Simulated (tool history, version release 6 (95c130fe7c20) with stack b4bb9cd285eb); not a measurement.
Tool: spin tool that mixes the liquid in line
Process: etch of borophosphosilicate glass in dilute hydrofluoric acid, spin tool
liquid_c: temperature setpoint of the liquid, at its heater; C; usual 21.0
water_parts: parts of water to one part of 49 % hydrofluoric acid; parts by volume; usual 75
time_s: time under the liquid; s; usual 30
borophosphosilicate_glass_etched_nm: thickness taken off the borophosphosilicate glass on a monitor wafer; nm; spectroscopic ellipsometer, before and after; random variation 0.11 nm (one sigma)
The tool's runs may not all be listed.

| run | hour | liquid_c | water_parts | time_s | read-back film thickness of the borophosphosilicate glass reference wafer, read on the same gauge (nm) | borophosphosilicate_glass_etched_nm |
|---|---|---|---|---|---|---|
| 1 | 0.0 | 21.0 | 75 | 30 | 30.00 | 19.01 |
| 2 | 21.4 | 21.0 | 75 | 30 | 30.01 | 19.11 |
| 3 | 38.2 | 21.0 | 75 | 30 | 29.97 | 18.82 |
| 4 | 52.4 | 21.0 | 75 | 30 | 30.00 | 18.95 |
| 5 | 80.3 | 21.0 | 75 | 30 | 29.98 | 18.87 |
| 6 | 121.1 | 21.0 | 75 | 45 | 30.04 | 28.24 |
| 7 | 152.5 | 21.0 | 75 | 30 | 30.01 | 18.59 |
| 8 | 186.5 | 21.0 | 75 | 30 | 30.00 | 18.75 |
| 9 | 218.3 | 21.0 | 75 | 30 | 30.02 | 18.65 |
| 10 | 241.9 | 21.0 | 75 | 30 | 30.02 | 18.63 |
| 11 | 271.9 | 21.0 | 75 | 30 | 30.03 | 18.69 |
| 12 | 292.6 | 23.0 | 75 | 25 | 29.98 | 16.82 |
| 13 | 305.1 | 23.0 | 75 | 25 | 29.98 | 16.78 |
| 14 | 325.5 | 21.0 | 75 | 30 | 30.00 | 18.49 |
| 15 | 350.4 | 25.5 | 75 | 30 | 30.00 | 22.33 |
| 16 | 371.2 | 21.0 | 65 | 40 | 29.99 | 28.65 |
| 17 | 386.4 | 21.0 | 75 | 30 | 30.02 | 18.43 |
|  | 391.0 | thermometer replaced |
| 18 | 407.6 | 21.0 | 95 | 50 | 30.02 | 25.01 |
| 19 | 436.9 | 25.5 | 40 | 40 | 30.05 | 61.64 |
|  | 468.8 | hydrofluoric acid flow meter replaced |
| 20 | 469.3 | 17.0 | 45 | 30 | 30.00 | 28.21 |
| 21 | 486.7 | 25.5 | 100 | 25 | 29.98 | 14.03 |
| 22 | 500.3 | 25.0 | 95 | 50 | 29.97 | 29.39 |
| 23 | 525.3 | 26.0 | 105 | 50 | 30.02 | 27.11 |
|  | 548.2 | gauge calibrated |
| 24 | 586.1 | 21.0 | 65 | 40 | 30.00 | 29.73 |
| 25 | 611.9 | 21.0 | 75 | 30 | 29.98 | 19.23 |
| 26 | 636.6 | 21.0 | 110 | 15 | 29.97 | 6.29 |
| 27 | 666.0 | 21.0 | 75 | 30 | 29.98 | 18.96 |

Forecast run 28:
| 28 | 687.3 | 23.5 | 55 | 40 | ? | ? |

{"run 28": {"read-back film thickness of the borophosphosilicate glass reference wafer, read on the same gauge (nm)": 29.97, "borophosphosilicate_glass_etched_nm": 39.51}}
Without the tool's hidden state the same run would have given borophosphosilicate_glass_etched_nm 40.48 nm.

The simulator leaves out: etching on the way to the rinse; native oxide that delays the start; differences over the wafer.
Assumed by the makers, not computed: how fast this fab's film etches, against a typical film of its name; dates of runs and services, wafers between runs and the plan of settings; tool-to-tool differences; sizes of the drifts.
